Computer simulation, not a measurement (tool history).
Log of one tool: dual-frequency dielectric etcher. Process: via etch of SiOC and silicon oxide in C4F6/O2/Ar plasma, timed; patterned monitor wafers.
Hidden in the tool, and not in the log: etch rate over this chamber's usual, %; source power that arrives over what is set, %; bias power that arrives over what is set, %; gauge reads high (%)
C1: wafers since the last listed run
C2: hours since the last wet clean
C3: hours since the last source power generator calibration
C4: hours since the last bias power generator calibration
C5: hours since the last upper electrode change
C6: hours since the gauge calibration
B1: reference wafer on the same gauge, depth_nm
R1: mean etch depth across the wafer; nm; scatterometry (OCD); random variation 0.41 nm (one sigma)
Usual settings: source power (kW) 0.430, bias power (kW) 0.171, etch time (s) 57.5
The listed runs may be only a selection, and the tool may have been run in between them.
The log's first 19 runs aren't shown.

{"hour": 269.8, "done": "wet clean of the chamber"}
{"run": 20, "hour": 270.3, "source power (kW)": 0.35, "bias power (kW)": 0.171, "etch time (s)": 57.5, "C1": 93, "C2": 0.5, "C3": 42.2, "C4": 100.8, "C5": 119.2, "C6": 407.9, "B1": 83.9, "R1": 65.9}
{"run": 21, "hour": 270.6, "source power (kW)": 0.43, "bias power (kW)": 0.171, "etch time (s)": 41.5, "C1": 2, "C2": 0.8, "C3": 42.5, "C4": 101.1, "C5": 119.5, "C6": 408.2, "B1": 84.0, "R1": 52.2}
{"run": 22, "hour": 281.8, "source power (kW)": 0.43, "bias power (kW)": 0.171, "etch time (s)": 57.5, "C1": 104, "C2": 12.0, "C3": 53.7, "C4": 112.3, "C5": 130.7, "C6": 419.4, "B1": 83.9, "R1": 72.6}
{"hour": 290.5, "done": "gauge calibrated"}
{"run": 23, "hour": 296.6, "source power (kW)": 0.43, "bias power (kW)": 0.171, "etch time (s)": 57.5, "C1": 138, "C2": 26.8, "C3": 68.5, "C4": 127.1, "C5": 145.5, "C6": 6.1, "B1": 84.0, "R1": 73.2}
{"run": 24, "hour": 303.2, "source power (kW)": 0.43, "bias power (kW)": 0.171, "etch time (s)": 57.5, "C1": 61, "C2": 33.4, "C3": 75.1, "C4": 133.7, "C5": 152.1, "C6": 12.7, "B1": 83.9, "R1": 72.8}
{"run": 25, "hour": 320.0, "source power (kW)": 0.43, "bias power (kW)": 0.171, "etch time (s)": 72.0, "C1": 157, "C2": 50.2, "C3": 91.9, "C4": 150.5, "C5": 168.9, "C6": 29.5, "B1": 84.0, "R1": 91.0}
{"run": 26, "hour": 337.2, "source power (kW)": 0.51, "bias power (kW)": 0.139, "etch time (s)": 53.0, "C1": 161, "C2": 67.4, "C3": 109.1, "C4": 167.7, "C5": 186.1, "C6": 46.7, "B1": 84.1, "R1": 65.1}
{"run": 27, "hour": 352.9, "source power (kW)": 0.43, "bias power (kW)": 0.171, "etch time (s)": 57.5, "C1": 147, "C2": 83.1, "C3": 124.8, "C4": 183.4, "C5": 201.8, "C6": 62.4, "B1": 84.0, "R1": 72.9}
{"run": 28, "hour": 361.6, "source power (kW)": 0.43, "bias power (kW)": 0.154, "etch time (s)": 69.5, "C1": 81, "C2": 91.8, "C3": 133.5, "C4": 192.1, "C5": 210.5, "C6": 71.1, "B1": 84.0, "R1": 84.7}
{"run": 29, "hour": 378.3, "source power (kW)": 0.43, "bias power (kW)": 0.171, "etch time (s)": 49.0, "C1": 156, "C2": 108.5, "C3": 150.2, "C4": 208.8, "C5": 227.2, "C6": 87.8, "B1": 84.1, "R1": 62.3}
{"run": 30, "hour": 392.4, "source power (kW)": 0.39, "bias power (kW)": 0.132, "etch time (s)": 42.0, "C1": 132, "C2": 122.6, "C3": 164.3, "C4": 222.9, "C5": 241.3, "C6": 101.9, "B1": 83.9, "R1": 44.5}
{"run": 31, "hour": 404.2, "source power (kW)": 0.43, "bias power (kW)": 0.156, "etch time (s)": 51.0, "C1": 110, "C2": 134.4, "C3": 176.1, "C4": 234.7, "C5": 253.1, "C6": 113.7, "B1": 83.9, "R1": 62.1}

Forecast each of these 3 alternatives for the next run:
{"run": "A", "hour": 404.6, "source power (kW)": 0.43, "bias power (kW)": 0.171, "etch time (s)": 57.5, "C1": 3, "C2": 134.8, "C3": 176.5, "C4": 235.1, "C5": 253.5, "C6": 114.1, "B1": "?", "R1": "?"}
{"run": "B", "hour": 404.6, "source power (kW)": 0.33, "bias power (kW)": 0.182, "etch time (s)": 57.5, "C1": 3, "C2": 134.8, "C3": 176.5, "C4": 235.1, "C5": 253.5, "C6": 114.1, "B1": "?", "R1": "?"}
{"run": "C", "hour": 404.6, "source power (kW)": 0.43, "bias power (kW)": 0.171, "etch time (s)": 42.5, "C1": 3, "C2": 134.8, "C3": 176.5, "C4": 235.1, "C5": 253.5, "C6": 114.1, "B1": "?", "R1": "?"}

run=A B1=84.1 R1=73.2
run=B B1=84.1 R1=66.8
run=C B1=84.1 R1=54.1
Stripped of hidden state, with their random variation kept, the same runs would have yielded:
run=A R1=72.1
run=B R1=65.9
run=C R1=53.3
